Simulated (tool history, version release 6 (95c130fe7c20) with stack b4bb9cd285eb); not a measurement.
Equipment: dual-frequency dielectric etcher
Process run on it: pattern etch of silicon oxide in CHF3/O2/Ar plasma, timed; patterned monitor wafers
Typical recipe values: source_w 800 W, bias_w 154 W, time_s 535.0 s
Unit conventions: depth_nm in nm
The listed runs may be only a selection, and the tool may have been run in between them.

run,day,source_w,bias_w,time_s,wafers since the last listed run,hours since the last wet clean,hours since the last source power generator calibration,hours since the last bias power generator calibration,hours since the last upper electrode change,hours since the gauge calibration,"read-back reference wafer on the same gauge, depth_nm",depth_nm
1,0.000,800,154,620.0,0,225.7,2784.4,1590.7,3383.2,135.2,909.8,1294.2
2,1.500,800,154,620.0,137,261.7,2820.4,1626.7,3419.2,171.2,909.2,1294.3
3,2.533,800,154,535.0,94,286.5,2845.2,1651.5,3444.0,196.0,910.0,1115.9
4,3.308,800,154,535.0,71,305.1,2863.8,1670.1,3462.6,214.6,910.3,1111.4
5,4.350,800,154,535.0,95,330.1,2888.8,1695.1,3487.6,239.6,910.5,1113.4
# day 4.654: bias power generator calibrated
6,5.375,800,154,654.0,78,354.7,2913.4,17.3,3512.2,264.2,909.8,1363.2
# day 5.404: gauge calibrated
7,5.979,800,154,535.0,55,369.2,2927.9,31.8,3526.7,13.8,910.2,1114.4
# day 7.475: upper electrode replaced
# day 7.654: wet clean of the chamber
8,7.675,800,179,432.5,47,0.5,2968.6,72.5,4.8,54.5,909.4,954.8
9,8.538,800,154,535.0,79,21.2,2989.3,93.2,25.5,75.2,910.0,1122.2
# day 9.446: source power generator calibrated
10,9.983,910,154,535.0,117,55.9,12.9,127.9,60.2,109.9,910.8,1177.8
11,11.333,750,181,442.0,123,88.3,45.3,160.3,92.6,142.3,909.2,951.4
12,12.275,700,154,456.5,86,110.9,67.9,182.9,115.2,164.9,910.1,906.7
13,12.983,800,154,535.0,64,127.9,84.9,199.9,132.2,181.9,909.8,1117.8
14,14.250,610,139,535.0,116,158.3,115.3,230.3,162.6,212.3,910.5,975.3

4 ways to go on from here, each from the tool as it stands after run 14. What would each give?
A,14.275,800,135,535.0,2,158.9,115.9,230.9,163.2,212.9,?,?
B,14.275,920,154,535.0,2,158.9,115.9,230.9,163.2,212.9,?,?
C,14.275,800,184,643.5,2,158.9,115.9,230.9,163.2,212.9,?,?
D,14.275,800,118,400.0,2,158.9,115.9,230.9,163.2,212.9,?,?

run,"read-back reference wafer on the same gauge, depth_nm",depth_nm
A,910.4,1072.9
B,910.4,1179.5
C,910.4,1425.2
D,910.4,769.9
Take away the tool's hidden state, keep each run's random variation, and the runs would have read:
run,depth_nm
A,1078.0
B,1185.2
C,1432.0
D,773.6
